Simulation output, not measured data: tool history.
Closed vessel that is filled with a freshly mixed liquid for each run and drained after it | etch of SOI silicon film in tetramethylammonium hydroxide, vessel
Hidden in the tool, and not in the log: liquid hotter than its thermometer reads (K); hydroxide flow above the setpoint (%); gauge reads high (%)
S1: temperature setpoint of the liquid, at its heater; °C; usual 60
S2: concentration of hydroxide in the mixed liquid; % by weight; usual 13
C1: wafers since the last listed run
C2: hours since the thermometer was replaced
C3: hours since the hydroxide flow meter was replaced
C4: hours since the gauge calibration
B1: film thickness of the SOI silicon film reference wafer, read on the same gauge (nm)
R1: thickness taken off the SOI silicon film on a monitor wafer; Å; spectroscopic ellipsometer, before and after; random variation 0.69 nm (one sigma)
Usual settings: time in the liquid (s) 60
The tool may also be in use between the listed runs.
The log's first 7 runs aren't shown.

run 8 hour=92.5 | S1=60 S2=13 time_in_the_liquid_(s)=60 | C1=1545 C2=2142.3 C3=710.7 C4=355.2 | B1=69.98 | R1=2359.5
run 9 hour=106.7 | S1=60 S2=13 time_in_the_liquid_(s)=60 | C1=1283 C2=2156.5 C3=724.9 C4=369.4 | B1=70 | R1=2333.2
run 10 hour=120 | S1=63 S2=13 time_in_the_liquid_(s)=60 | C1=1202 C2=2169.8 C3=738.2 C4=382.7 | B1=69.99 | R1=2814.3
run 11 hour=128.9 | S1=63 S2=13 time_in_the_liquid_(s)=60 | C1=804 C2=2178.7 C3=747.1 C4=391.6 | B1=69.99 | R1=2827.8
run 12 hour=136.7 | S1=60 S2=13 time_in_the_liquid_(s)=60 | C1=705 C2=2186.5 C3=754.9 C4=399.4 | B1=70.01 | R1=2355.5
run 13 hour=144.7 | S1=60 S2=13 time_in_the_liquid_(s)=50 | C1=723 C2=2194.5 C3=762.9 C4=407.4 | B1=69.99 | R1=1961.8
run 14 hour=156.7 | S1=60 S2=13 time_in_the_liquid_(s)=60 | C1=1084 C2=2206.5 C3=774.9 C4=419.4 | B1=69.99 | R1=2350.5
run 15 hour=168.8 | S1=60 S2=13 time_in_the_liquid_(s)=60 | C1=1093 C2=2218.6 C3=787 C4=431.5 | B1=70.01 | R1=2352.9
-- hour=177.9 hydroxide flow meter replaced
-- hour=179.2 gauge calibrated
run 16 hour=181.8 | S1=60 S2=13 time_in_the_liquid_(s)=80 | C1=1084 C2=2231.6 C3=3.9 C4=2.6 | B1=70.02 | R1=3150.3
-- hour=186.2 thermometer replaced
run 17 hour=198.7 | S1=60 S2=13 time_in_the_liquid_(s)=85 | C1=1437 C2=12.5 C3=20.8 C4=19.5 | B1=70.01 | R1=2920.2
run 18 hour=205.9 | S1=60 S2=15.5 time_in_the_liquid_(s)=75 | C1=650 C2=19.7 C3=28 C4=26.7 | B1=69.98 | R1=2374.4
run 19 hour=221.9 | S1=57 S2=13 time_in_the_liquid_(s)=60 | C1=1446 C2=35.7 C3=44 C4=42.7 | B1=70 | R1=1706.1
run 20 hour=232.7 | S1=63.5 S2=13 time_in_the_liquid_(s)=60 | C1=976 C2=46.5 C3=54.8 C4=53.5 | B1=70.01 | R1=2557.7
run 21 hour=247.9 | S1=60 S2=9 time_in_the_liquid_(s)=60 | C1=1373 C2=61.7 C3=70 C4=68.7 | B1=70.02 | R1=2356.2

The next listed run, before its measurement:
run 22 hour=259.5 | S1=60 S2=13 time_in_the_liquid_(s)=60 | C1=1048 C2=73.3 C3=81.6 C4=80.3 | B1=? | R1=?

Run 22 gave B1 69.97, R1 2060.5 Å.
Without the tool's hidden state the same run would have given R1 2003.6 Å.
